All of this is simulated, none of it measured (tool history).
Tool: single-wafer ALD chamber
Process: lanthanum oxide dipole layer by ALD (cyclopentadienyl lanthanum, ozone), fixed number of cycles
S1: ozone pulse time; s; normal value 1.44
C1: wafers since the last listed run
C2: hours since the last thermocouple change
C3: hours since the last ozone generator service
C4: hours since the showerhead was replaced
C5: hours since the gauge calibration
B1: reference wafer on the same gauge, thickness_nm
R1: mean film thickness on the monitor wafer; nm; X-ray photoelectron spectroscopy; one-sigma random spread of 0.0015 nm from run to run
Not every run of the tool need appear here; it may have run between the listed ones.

Run 1, day 0.000: usual settings; C1 0; C2 1814.7; C3 1583.4; C4 5506.3; C5 212.2; B1 0.524. Result: R1 0.559 nm.
At day 0.246: gauge calibrated.
Run 2, day 0.729: usual settings but S1 1.67 s; C1 390; C2 1832.2; C3 1600.9; C4 5523.8; C5 11.6; B1 0.525. Result: R1 0.570 nm.
Run 3, day 2.208: usual settings but S1 1.67 s; C1 791; C2 1867.7; C3 1636.4; C4 5559.3; C5 47.1; B1 0.524. Result: R1 0.569 nm.
Run 4, day 2.688: usual settings; C1 256; C2 1879.2; C3 1647.9; C4 5570.8; C5 58.6; B1 0.523. Result: R1 0.560 nm.
Run 5, day 2.992: usual settings; C1 162; C2 1886.5; C3 1655.2; C4 5578.1; C5 65.9; B1 0.524. Result: R1 0.560 nm.
Run 6, day 3.296: usual settings; C1 162; C2 1893.8; C3 1662.5; C4 5585.4; C5 73.2; B1 0.524. Result: R1 0.559 nm.
Run 7, day 3.858: usual settings but S1 1.75 s; C1 301; C2 1907.3; C3 1676.0; C4 5598.9; C5 86.7; B1 0.523. Result: R1 0.571 nm.
Run 8, day 4.533: usual settings but S1 1.75 s; C1 361; C2 1923.5; C3 1692.2; C4 5615.1; C5 102.9; B1 0.524. Result: R1 0.574 nm.
Run 9, day 5.283: usual settings but S1 1.75 s; C1 401; C2 1941.5; C3 1710.2; C4 5633.1; C5 120.9; B1 0.524. Result: R1 0.574 nm.
Run 10, day 6.229: usual settings; C1 506; C2 1964.2; C3 1732.9; C4 5655.8; C5 143.6; B1 0.524. Result: R1 0.560 nm.
At day 6.729: ozone generator serviced.
Run 11, day 6.788: usual settings but S1 1.56 s; C1 120; C2 1977.6; C3 1.4; C4 5669.2; C5 157.0; B1 0.523. Result: R1 0.586 nm.
Run 12, day 7.075: usual settings but S1 1.84 s; C1 153; C2 1984.5; C3 8.3; C4 5676.1; C5 163.9; B1 0.524. Result: R1 0.598 nm.
Run 13, day 7.733: usual settings but S1 1.07 s; C1 352; C2 2000.3; C3 24.1; C4 5691.9; C5 179.7; B1 0.524. Result: R1 0.569 nm.
Run 14, day 8.358: usual settings; C1 334; C2 2015.3; C3 39.1; C4 5706.9; C5 194.7; B1 0.524. Result: R1 0.586 nm.
Run 15, day 8.729: usual settings; C1 198; C2 2024.2; C3 48.0; C4 5715.8; C5 203.6; B1 0.524. Result: R1 0.582 nm.
Run 16, day 9.475: usual settings but S1 1.93 s; C1 399; C2 2042.1; C3 65.9; C4 5733.7; C5 221.5; B1 0.524. Result: R1 0.596 nm.
At day 9.533: gauge calibrated.
Run 17, day 10.042: usual settings but S1 1.90 s; C1 303; C2 2055.7; C3 79.5; C4 5747.3; C5 12.2; B1 0.524. Result: R1 0.595 nm.
Run 18, day 10.483: usual settings but S1 1.03 s; C1 236; C2 2066.3; C3 90.1; C4 5757.9; C5 22.8; B1 0.524. Result: R1 0.562 nm.
Run 19, day 10.917: usual settings but S1 0.94 s; C1 231; C2 2076.7; C3 100.5; C4 5768.3; C5 33.2; B1 0.524. Result: R1 0.558 nm.
At day 11.562: thermocouple changed; heater temperature recalibrated.
At day 12.200: showerhead replaced.
Run 20, day 13.129: usual settings but S1 1.04 s; C1 827; C2 37.6; C3 153.6; C4 22.3; C5 86.3; B1 0.524. Result: R1 0.561 nm.
Run 21, day 13.542: usual settings but S1 1.11 s; C1 220; C2 47.5; C3 163.5; C4 32.2; C5 96.2; B1 0.524. Result: R1 0.564 nm.
Run 22, day 14.246: usual settings but S1 1.79 s; C1 376; C2 64.4; C3 180.4; C4 49.1; C5 113.1; B1 0.523. Result: R1 0.590 nm.
Run 23, day 14.629: usual settings; C1 205; C2 73.6; C3 189.6; C4 58.3; C5 122.3; B1 0.525. Result: R1 0.578 nm.
Run 24, day 15.242: usual settings but S1 1.19 s; C1 327; C2 88.3; C3 204.3; C4 73.0; C5 137.0; B1 0.524. Result: R1 0.570 nm.
Run 25, day 15.604: usual settings; C1 194; C2 97.0; C3 213.0; C4 81.7; C5 145.7; B1 0.524. Result: R1 0.580 nm.
Run 26, day 15.942: usual settings but S1 1.71 s; C1 180; C2 105.1; C3 221.1; C4 89.8; C5 153.8; B1 0.524. Result: R1 0.587 nm.
Run 27, day 16.250: usual settings; C1 165; C2 112.5; C3 228.5; C4 97.2; C5 161.2; B1 0.524. Result: R1 0.578 nm.
Run 28, day 16.729: usual settings but S1 1.77 s; C1 256; C2 124.0; C3 240.0; C4 108.7; C5 172.7; B1 0.524. Result: R1 0.588 nm.
Run 29, day 17.071: usual settings but S1 1.14 s; C1 182; C2 132.2; C3 248.2; C4 116.9; C5 180.9; B1 0.524. Result: R1 0.564 nm.
Run 30, day 17.671: usual settings but S1 1.10 s; C1 321; C2 146.6; C3 262.6; C4 131.3; C5 195.3; B1 0.524. Result: R1 0.561 nm.

5 options for the next run, each taken on its own from the tool as it stands now. Forecast them:
Run A, day 17.688: usual settings; C1 8; C2 147.0; C3 263.0; C4 131.7; C5 195.7; B1 ?. Result: R1 ?.
Run B, day 17.688: usual settings but S1 0.99 s; C1 8; C2 147.0; C3 263.0; C4 131.7; C5 195.7; B1 ?. Result: R1 ?.
Run C, day 17.688: usual settings but S1 1.70 s; C1 8; C2 147.0; C3 263.0; C4 131.7; C5 195.7; B1 ?. Result: R1 ?.
Run D, day 17.688: usual settings but S1 1.99 s; C1 8; C2 147.0; C3 263.0; C4 131.7; C5 195.7; B1 ?. Result: R1 ?.
Run E, day 17.688: usual settings but S1 1.22 s; C1 8; C2 147.0; C3 263.0; C4 131.7; C5 195.7; B1 ?. Result: R1 ?.

run     B1     R1
  A  0.524  0.579
  B  0.524  0.557
  C  0.524  0.588
  D  0.524  0.596
  E  0.524  0.569
Stripped of hidden state, with their random variation kept, the same runs would have yielded:
run     R1
  A  0.587
  B  0.567
  C  0.595
  D  0.602
  E  0.578

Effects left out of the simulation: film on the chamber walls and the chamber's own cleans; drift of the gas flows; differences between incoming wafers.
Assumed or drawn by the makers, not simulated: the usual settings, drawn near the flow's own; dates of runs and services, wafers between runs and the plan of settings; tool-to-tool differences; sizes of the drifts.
